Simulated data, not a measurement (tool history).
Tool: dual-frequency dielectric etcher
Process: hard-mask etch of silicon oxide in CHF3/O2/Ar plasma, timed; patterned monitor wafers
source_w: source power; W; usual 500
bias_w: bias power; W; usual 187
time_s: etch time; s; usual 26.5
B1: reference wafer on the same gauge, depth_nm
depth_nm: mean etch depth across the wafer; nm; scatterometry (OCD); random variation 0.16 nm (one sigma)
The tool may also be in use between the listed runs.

{"run": 1, "hour": 0.0, "source_w": 500, "bias_w": 187, "time_s": 26.5, "B1": 50.23, "depth_nm": 47.96}
{"run": 2, "hour": 11.8, "source_w": 500, "bias_w": 187, "time_s": 26.5, "B1": 50.28, "depth_nm": 47.62}
{"run": 3, "hour": 38.1, "source_w": 500, "bias_w": 187, "time_s": 26.5, "B1": 50.24, "depth_nm": 47.97}
{"run": 4, "hour": 51.6, "source_w": 500, "bias_w": 187, "time_s": 26.5, "B1": 50.28, "depth_nm": 47.62}
{"run": 5, "hour": 66.8, "source_w": 500, "bias_w": 187, "time_s": 26.5, "B1": 50.12, "depth_nm": 47.5}
{"run": 6, "hour": 75.7, "source_w": 500, "bias_w": 187, "time_s": 26.5, "B1": 50.2, "depth_nm": 47.53}
{"run": 7, "hour": 101.6, "source_w": 500, "bias_w": 173, "time_s": 26.5, "B1": 50.22, "depth_nm": 46.33}
{"run": 8, "hour": 110.2, "source_w": 500, "bias_w": 173, "time_s": 26.5, "B1": 50.14, "depth_nm": 46.24}
{"hour": 124.8, "done": "gauge calibrated"}
{"run": 9, "hour": 127.8, "source_w": 500, "bias_w": 173, "time_s": 26.5, "B1": 50.15, "depth_nm": 46.18}
{"run": 10, "hour": 135.2, "source_w": 500, "bias_w": 187, "time_s": 26.5, "B1": 50.23, "depth_nm": 47.28}
{"run": 11, "hour": 142.2, "source_w": 500, "bias_w": 187, "time_s": 26.5, "B1": 50.3, "depth_nm": 47.31}
{"hour": 158.9, "done": "bias power generator calibrated"}
{"run": 12, "hour": 159.4, "source_w": 500, "bias_w": 187, "time_s": 26.5, "B1": 50.2, "depth_nm": 47.28}
{"run": 13, "hour": 161.8, "source_w": 430, "bias_w": 187, "time_s": 26.5, "B1": 50.17, "depth_nm": 45.0}
{"run": 14, "hour": 176.0, "source_w": 430, "bias_w": 187, "time_s": 26.5, "B1": 50.19, "depth_nm": 45.04}
{"hour": 207.2, "done": "source power generator calibrated"}
{"hour": 208.1, "done": "upper electrode replaced, of another model than before"}
{"run": 15, "hour": 208.6, "source_w": 500, "bias_w": 187, "time_s": 23.5, "B1": 50.3, "depth_nm": 41.92}
{"run": 16, "hour": 209.5, "source_w": 500, "bias_w": 187, "time_s": 26.5, "B1": 50.15, "depth_nm": 47.25}
{"run": 17, "hour": 219.7, "source_w": 500, "bias_w": 224, "time_s": 22.0, "B1": 50.22, "depth_nm": 43.33}
{"run": 18, "hour": 230.7, "source_w": 500, "bias_w": 187, "time_s": 26.5, "B1": 50.14, "depth_nm": 47.33}
{"run": 19, "hour": 245.9, "source_w": 450, "bias_w": 202, "time_s": 26.5, "B1": 50.2, "depth_nm": 47.15}
{"hour": 272.4, "done": "wet clean of the chamber"}
{"run": 20, "hour": 272.9, "source_w": 570, "bias_w": 216, "time_s": 26.5, "B1": 50.2, "depth_nm": 56.7}
{"run": 21, "hour": 275.3, "source_w": 540, "bias_w": 207, "time_s": 26.5, "B1": 50.24, "depth_nm": 54.05}
{"run": 22, "hour": 288.8, "source_w": 450, "bias_w": 187, "time_s": 31.0, "B1": 50.17, "depth_nm": 54.52}
{"run": 23, "hour": 297.3, "source_w": 500, "bias_w": 187, "time_s": 26.5, "B1": 50.21, "depth_nm": 49.0}

Forecast run 24:
{"run": 24, "hour": 307.2, "source_w": 450, "bias_w": 202, "time_s": 26.5, "B1": "?", "depth_nm": "?"}

{"run 24": {"B1": 50.2, "depth_nm": 48.86}}
Without the tool's hidden state the same run would have given depth_nm 48.96 nm.
